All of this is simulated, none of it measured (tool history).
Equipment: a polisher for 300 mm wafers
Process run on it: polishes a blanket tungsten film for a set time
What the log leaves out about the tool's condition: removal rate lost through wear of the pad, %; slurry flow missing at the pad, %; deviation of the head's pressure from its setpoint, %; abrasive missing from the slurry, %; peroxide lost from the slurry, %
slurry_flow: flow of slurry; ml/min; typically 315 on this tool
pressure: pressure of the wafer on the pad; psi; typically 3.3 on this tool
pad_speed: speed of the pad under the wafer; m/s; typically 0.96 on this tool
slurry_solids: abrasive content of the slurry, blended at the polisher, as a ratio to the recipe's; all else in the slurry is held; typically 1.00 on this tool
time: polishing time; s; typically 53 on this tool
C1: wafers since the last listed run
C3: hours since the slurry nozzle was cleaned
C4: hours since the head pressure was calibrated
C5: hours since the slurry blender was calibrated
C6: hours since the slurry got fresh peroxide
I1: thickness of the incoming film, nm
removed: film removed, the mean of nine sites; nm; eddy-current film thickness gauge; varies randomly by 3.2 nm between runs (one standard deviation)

{"run": 1, "day": 0.0, "slurry_flow": 315, "pressure": 3.3, "pad_speed": 0.96, "slurry_solids": 1.0, "time": 53, "C1": 0, "wafers polished on this pad": 272, "C3": 196.7, "C4": 643.8, "C5": 82.3, "C6": 251.7, "I1": 1293.7, "removed": 209.5}
{"day": 2.762, "done": "slurry tank refilled with fresh slurry and peroxide"}
{"run": 2, "day": 2.817, "slurry_flow": 315, "pressure": 3.3, "pad_speed": 0.96, "slurry_solids": 0.9, "time": 53, "C1": 441, "wafers polished on this pad": 713, "C3": 264.3, "C4": 711.4, "C5": 149.9, "C6": 1.3, "I1": 1266.4, "removed": 209.2}
{"run": 3, "day": 4.821, "slurry_flow": 315, "pressure": 3.3, "pad_speed": 0.96, "slurry_solids": 0.9, "time": 53, "C1": 318, "wafers polished on this pad": 1032, "C3": 312.4, "C4": 759.5, "C5": 198.0, "C6": 49.4, "I1": 1260.0, "removed": 204.8}
{"run": 4, "day": 7.462, "slurry_flow": 315, "pressure": 3.3, "pad_speed": 0.96, "slurry_solids": 1.0, "time": 53, "C1": 420, "wafers polished on this pad": 1452, "C3": 375.8, "C4": 822.9, "C5": 261.4, "C6": 112.8, "I1": 1285.4, "removed": 211.4}
{"day": 8.258, "done": "slurry nozzle cleaned"}
{"day": 9.912, "done": "slurry blender recalibrated"}
{"run": 5, "day": 9.958, "slurry_flow": 315, "pressure": 3.3, "pad_speed": 1.2, "slurry_solids": 0.85, "time": 53, "C1": 376, "wafers polished on this pad": 1829, "C3": 40.8, "C4": 882.8, "C5": 1.1, "C6": 172.7, "I1": 1270.2, "removed": 241.3}
{"day": 10.679, "done": "worn pad replaced by a new one"}
{"run": 6, "day": 12.358, "slurry_flow": 315, "pressure": 3.3, "pad_speed": 1.2, "slurry_solids": 0.85, "time": 53, "C1": 355, "wafers polished on this pad": 267, "C3": 98.4, "C4": 940.4, "C5": 58.7, "C6": 230.3, "I1": 1260.1, "removed": 237.2}
{"day": 13.838, "done": "slurry tank refilled with fresh slurry and peroxide"}
{"run": 7, "day": 14.417, "slurry_flow": 315, "pressure": 3.3, "pad_speed": 0.96, "slurry_solids": 1.0, "time": 53, "C1": 320, "wafers polished on this pad": 587, "C3": 147.8, "C4": 989.8, "C5": 108.1, "C6": 13.9, "I1": 1252.9, "removed": 212.7}
{"run": 8, "day": 16.546, "slurry_flow": 315, "pressure": 3.3, "pad_speed": 0.96, "slurry_solids": 1.0, "time": 53, "C1": 338, "wafers polished on this pad": 926, "C3": 198.9, "C4": 1040.9, "C5": 159.2, "C6": 65.0, "I1": 1253.2, "removed": 211.0}
{"day": 16.8, "done": "head pressure recalibrated"}
{"run": 9, "day": 18.704, "slurry_flow": 315, "pressure": 3.3, "pad_speed": 0.96, "slurry_solids": 1.0, "time": 53, "C1": 329, "wafers polished on this pad": 1256, "C3": 250.7, "C4": 45.7, "C5": 211.0, "C6": 116.8, "I1": 1260.3, "removed": 230.5}
{"run": 10, "day": 21.4, "slurry_flow": 315, "pressure": 3.3, "pad_speed": 0.96, "slurry_solids": 1.0, "time": 53, "C1": 428, "wafers polished on this pad": 1684, "C3": 315.4, "C4": 110.4, "C5": 275.7, "C6": 181.5, "I1": 1269.4, "removed": 227.4}
{"day": 21.975, "done": "slurry blender recalibrated"}
{"run": 11, "day": 22.95, "slurry_flow": 315, "pressure": 3.3, "pad_speed": 0.96, "slurry_solids": 1.0, "time": 53, "C1": 233, "wafers polished on this pad": 1918, "C3": 352.6, "C4": 147.6, "C5": 23.4, "C6": 218.7, "I1": 1273.3, "removed": 226.0}
{"day": 23.662, "done": "worn pad replaced by a new one"}
{"day": 24.046, "done": "slurry nozzle cleaned"}
{"run": 12, "day": 25.008, "slurry_flow": 315, "pressure": 3.3, "pad_speed": 0.96, "slurry_solids": 1.0, "time": 53, "C1": 294, "wafers polished on this pad": 207, "C3": 23.1, "C4": 197.0, "C5": 72.8, "C6": 268.1, "I1": 1261.0, "removed": 221.0}
{"run": 13, "day": 26.183, "slurry_flow": 315, "pressure": 3.3, "pad_speed": 0.96, "slurry_solids": 1.0, "time": 53, "C1": 186, "wafers polished on this pad": 394, "C3": 51.3, "C4": 225.2, "C5": 101.0, "C6": 296.3, "I1": 1291.0, "removed": 221.3}
{"day": 27.212, "done": "slurry tank refilled with fresh slurry and peroxide"}
{"run": 14, "day": 29.0, "slurry_flow": 315, "pressure": 3.3, "pad_speed": 0.96, "slurry_solids": 1.0, "time": 53, "C1": 441, "wafers polished on this pad": 835, "C3": 118.9, "C4": 292.8, "C5": 168.6, "C6": 42.9, "I1": 1280.2, "removed": 229.8}
{"run": 15, "day": 30.783, "slurry_flow": 315, "pressure": 2.2, "pad_speed": 0.96, "slurry_solids": 1.0, "time": 64, "C1": 283, "wafers polished on this pad": 1118, "C3": 161.7, "C4": 335.6, "C5": 211.4, "C6": 85.7, "I1": 1261.7, "removed": 182.7}
{"run": 16, "day": 32.329, "slurry_flow": 370, "pressure": 3.3, "pad_speed": 0.96, "slurry_solids": 1.0, "time": 53, "C1": 245, "wafers polished on this pad": 1364, "C3": 198.8, "C4": 372.7, "C5": 248.5, "C6": 122.8, "I1": 1274.9, "removed": 221.2}
{"run": 17, "day": 33.912, "slurry_flow": 315, "pressure": 3.3, "pad_speed": 1.2, "slurry_solids": 0.7, "time": 53, "C1": 251, "wafers polished on this pad": 1616, "C3": 236.8, "C4": 410.7, "C5": 286.5, "C6": 160.8, "I1": 1280.6, "removed": 237.4}

Run 18, settings as shown, results not yet in. Your forecast:
{"day": 35.533, "done": "slurry blender recalibrated"}
{"run": 18, "day": 36.254, "slurry_flow": 370, "pressure": 3.3, "pad_speed": 0.96, "slurry_solids": 1.15, "time": 53, "C1": 359, "wafers polished on this pad": 1975, "C3": 293.0, "C4": 466.9, "C5": 17.3, "C6": 217.0, "I1": 1266.0, "removed": "?"}

removed: 226.6 nm
With no hidden state in the tool, this same run would have given removed 242.1 nm.
